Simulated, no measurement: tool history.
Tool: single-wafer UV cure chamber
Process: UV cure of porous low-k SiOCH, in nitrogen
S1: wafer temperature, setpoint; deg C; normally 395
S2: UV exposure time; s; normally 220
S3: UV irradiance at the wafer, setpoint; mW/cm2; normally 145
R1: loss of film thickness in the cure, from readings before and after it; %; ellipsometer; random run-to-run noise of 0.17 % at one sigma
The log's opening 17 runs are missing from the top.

{"run": 18, "hour": 435.5, "S1": 395, "S2": 335, "S3": 145, "R1": 12.798}
{"run": 19, "hour": 465.5, "S1": 395, "S2": 220, "S3": 145, "R1": 10.952}
{"run": 20, "hour": 492.2, "S1": 395, "S2": 220, "S3": 169, "R1": 11.636}
{"run": 21, "hour": 520.6, "S1": 409, "S2": 220, "S3": 164, "R1": 11.85}
{"run": 22, "hour": 534.8, "S1": 388, "S2": 295, "S3": 113, "R1": 10.813}
{"hour": 549.0, "done": "quartz window cleaned"}
{"run": 23, "hour": 568.3, "S1": 415, "S2": 220, "S3": 114, "R1": 10.312}
{"run": 24, "hour": 583.8, "S1": 395, "S2": 220, "S3": 145, "R1": 10.706}
{"run": 25, "hour": 600.2, "S1": 383, "S2": 105, "S3": 135, "R1": 7.52}
{"run": 26, "hour": 651.4, "S1": 379, "S2": 220, "S3": 145, "R1": 10.559}
{"run": 27, "hour": 685.8, "S1": 395, "S2": 140, "S3": 145, "R1": 9.008}
{"hour": 719.0, "done": "quartz window cleaned"}
{"run": 28, "hour": 719.5, "S1": 395, "S2": 220, "S3": 145, "R1": 10.86}
{"run": 29, "hour": 738.6, "S1": 387, "S2": 300, "S3": 178, "R1": 12.862}
{"run": 30, "hour": 768.2, "S1": 395, "S2": 220, "S3": 145, "R1": 10.64}
{"run": 31, "hour": 803.8, "S1": 405, "S2": 165, "S3": 181, "R1": 10.401}

5 ways to go on from here, each from the tool as it stands after run 31. What would each give?
{"run": "A", "hour": 804.2, "S1": 395, "S2": 220, "S3": 145, "R1": "?"}
{"run": "B", "hour": 804.2, "S1": 414, "S2": 220, "S3": 145, "R1": "?"}
{"run": "C", "hour": 804.2, "S1": 395, "S2": 135, "S3": 174, "R1": "?"}
{"run": "D", "hour": 804.2, "S1": 395, "S2": 220, "S3": 112, "R1": "?"}
{"run": "E", "hour": 804.2, "S1": 395, "S2": 120, "S3": 145, "R1": "?"}

run=A R1=10.643
run=B R1=10.948
run=C R1=9.375
run=D R1=9.569
run=E R1=8.181
With no hidden state in the tool, these same runs would have given:
run=A R1=11.156
run=B R1=11.465
run=C R1=9.869
run=D R1=10.067
run=E R1=8.654
